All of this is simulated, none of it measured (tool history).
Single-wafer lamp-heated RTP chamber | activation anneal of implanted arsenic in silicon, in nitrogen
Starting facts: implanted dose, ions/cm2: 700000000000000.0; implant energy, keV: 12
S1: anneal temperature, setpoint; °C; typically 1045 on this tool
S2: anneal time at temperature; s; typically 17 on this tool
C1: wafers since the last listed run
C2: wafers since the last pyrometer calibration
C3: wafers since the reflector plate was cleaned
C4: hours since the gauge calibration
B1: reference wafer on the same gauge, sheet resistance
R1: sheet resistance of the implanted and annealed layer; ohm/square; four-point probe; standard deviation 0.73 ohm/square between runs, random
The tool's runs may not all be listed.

Run 1, hour 0.0: usual settings; C1 0; C2 6527; C3 8079; C4 701.2; B1 178.16. Result: R1 168.14 ohm/square.
Run 2, hour 13.8: usual settings; C1 154; C2 6681; C3 8233; C4 715.0; B1 178.32. Result: R1 168.39 ohm/square.
Run 3, hour 39.8: usual settings; C1 290; C2 6972; C3 8524; C4 741.0; B1 178.30. Result: R1 168.05 ohm/square.
Run 4, hour 62.4: usual settings but S1 1052 °C; C1 252; C2 7224; C3 8777; C4 763.6; B1 178.27. Result: R1 165.92 ohm/square.
Run 5, hour 75.9: usual settings but S1 1052 °C; C1 150; C2 7375; C3 8927; C4 777.1; B1 177.92. Result: R1 165.62 ohm/square.
Run 6, hour 97.8: usual settings but S1 1052 °C; C1 244; C2 7620; C3 9172; C4 799.0; B1 177.98. Result: R1 165.79 ohm/square.
Run 7, hour 129.1: usual settings but S1 1059 °C; C1 349; C2 7970; C3 9522; C4 830.3; B1 178.12. Result: R1 164.39 ohm/square.
Run 8, hour 149.3: usual settings but S1 1067 °C; C1 225; C2 8196; C3 9748; C4 850.5; B1 177.91. Result: R1 162.14 ohm/square.
At hour 173.1: pyrometer window cleaned and pyrometer calibrated.
Run 9, hour 173.6: usual settings but S1 1067 °C; C1 182; C2 5; C3 9930; C4 874.8; B1 177.91. Result: R1 165.49 ohm/square.
Run 10, hour 199.3: usual settings but S1 1067 °C; C1 287; C2 293; C3 10218; C4 900.5; B1 177.84. Result: R1 164.94 ohm/square.
Run 11, hour 220.8: usual settings but S1 1026 °C, S2 20 s; C1 240; C2 533; C3 10458; C4 922.0; B1 177.83. Result: R1 176.28 ohm/square.
Run 12, hour 233.9: usual settings but S1 1026 °C, S2 20 s; C1 146; C2 680; C3 10605; C4 935.1; B1 178.10. Result: R1 175.30 ohm/square.
At hour 241.7: gauge calibrated.
Run 13, hour 259.7: usual settings but S1 1026 °C, S2 20 s; C1 288; C2 968; C3 10893; C4 18.0; B1 178.02. Result: R1 177.05 ohm/square.
Run 14, hour 284.5: usual settings but S1 1065 °C; C1 277; C2 1245; C3 11170; C4 42.8; B1 177.75. Result: R1 164.99 ohm/square.
Run 15, hour 298.5: usual settings but S1 1065 °C; C1 156; C2 1402; C3 11327; C4 56.8; B1 178.06. Result: R1 166.08 ohm/square.
Run 16, hour 327.4: usual settings but S1 1035 °C; C1 323; C2 1725; C3 11650; C4 85.7; B1 177.64. Result: R1 175.19 ohm/square.
Run 17, hour 362.2: usual settings but S1 1071 °C, S2 27 s; C1 389; C2 2114; C3 12039; C4 120.5; B1 177.99. Result: R1 156.57 ohm/square.
Run 18, hour 391.5: usual settings; C1 327; C2 2442; C3 12367; C4 149.8; B1 178.02. Result: R1 171.56 ohm/square.
Run 19, hour 416.5: usual settings but S2 24 s; C1 279; C2 2721; C3 12646; C4 174.8; B1 177.95. Result: R1 166.37 ohm/square.
Run 20, hour 442.7: usual settings; C1 292; C2 3014; C3 12939; C4 201.0; B1 177.96. Result: R1 170.24 ohm/square.
Run 21, hour 472.3: usual settings but S1 1069 °C, S2 10 s; C1 330; C2 3345; C3 13270; C4 230.6; B1 177.97. Result: R1 171.25 ohm/square.
Run 22, hour 502.0: usual settings but S1 1053 °C, S2 23 s; C1 332; C2 3677; C3 13602; C4 260.3; B1 178.10. Result: R1 164.72 ohm/square.
Run 23, hour 535.3: usual settings but S1 1073 °C, S2 10 s; C1 372; C2 4049; C3 13974; C4 293.6; B1 178.02. Result: R1 169.39 ohm/square.
Run 24, hour 556.9: usual settings but S2 25 s; C1 241; C2 4291; C3 14216; C4 315.2; B1 178.01. Result: R1 165.27 ohm/square.
Run 25, hour 569.0: usual settings but S1 1029 °C, S2 21 s; C1 135; C2 4426; C3 14351; C4 327.3; B1 177.93. Result: R1 172.34 ohm/square.
Run 26, hour 592.0: usual settings but S2 9 s; C1 257; C2 4683; C3 14608; C4 350.3; B1 178.06. Result: R1 178.55 ohm/square.
Run 27, hour 607.3: usual settings but S1 1062 °C, S2 8 s; C1 171; C2 4854; C3 14779; C4 365.6; B1 177.92. Result: R1 175.75 ohm/square.
Run 28, hour 633.4: usual settings; C1 291; C2 5146; C3 15071; C4 391.7; B1 178.03. Result: R1 169.41 ohm/square.
At hour 645.7: reflector plate cleaned.
Run 29, hour 647.2: usual settings but S1 1072 °C, S2 25 s; C1 64; C2 5211; C3 16; C4 405.5; B1 178.23. Result: R1 156.74 ohm/square.
Run 30, hour 683.0: usual settings but S1 1073 °C, S2 10 s; C1 400; C2 5611; C3 416; C4 441.3; B1 177.84. Result: R1 168.14 ohm/square.
Run 31, hour 717.0: usual settings but S1 1074 °C, S2 14 s; C1 380; C2 5991; C3 796; C4 475.3; B1 177.94. Result: R1 164.04 ohm/square.
Run 32, hour 737.0: usual settings but S1 1030 °C, S2 14 s; C1 223; C2 6215; C3 1020; C4 495.3; B1 177.89. Result: R1 178.13 ohm/square.
Run 33, hour 760.5: usual settings but S1 1069 °C, S2 12 s; C1 262; C2 6478; C3 1283; C4 518.8; B1 177.81. Result: R1 165.32 ohm/square.
Run 34, hour 836.9: usual settings; C1 854; C2 7332; C3 2137; C4 595.2; B1 178.24. Result: R1 169.26 ohm/square.
Run 35, hour 862.4: usual settings but S1 1028 °C, S2 10 s; C1 285; C2 7617; C3 2422; C4 620.7; B1 178.18. Result: R1 183.40 ohm/square.
Run 36, hour 882.6: usual settings but S1 1015 °C, S2 25 s; C1 225; C2 7843; C3 2648; C4 640.9; B1 178.02. Result: R1 172.84 ohm/square.
Run 37, hour 900.1: usual settings but S1 1030 °C, S2 21 s; C1 195; C2 8039; C3 2844; C4 658.4; B1 177.99. Result: R1 169.84 ohm/square.

State the hidden condition of the tool at each of the runs:
wafer temperature error from the tarnished reflector plate, K: 0 in every run
gauge reads high (%): 0 in every run
H1: true wafer temperature minus pyrometer reading, K
run     H1
  1   11.2
  2   11.4
  3   11.9
  4   12.3
  5   12.5
  6   12.9
  7   13.5
  8   13.8
  9  0.447
 10  0.902
 11   1.28
 12   1.51
 13   1.97
 14   2.41
 15   2.66
 16   3.17
 17   3.78
 18    4.3
 19   4.75
 20   5.21
 21   5.73
 22   6.26
 23   6.85
 24   7.23
 25   7.44
 26   7.85
 27   8.12
 28   8.58
 29   8.83
 30   9.46
 31   10.1
 32   10.4
 33   10.8
 34   12.2
 35   12.6
 36     13
 37   13.3
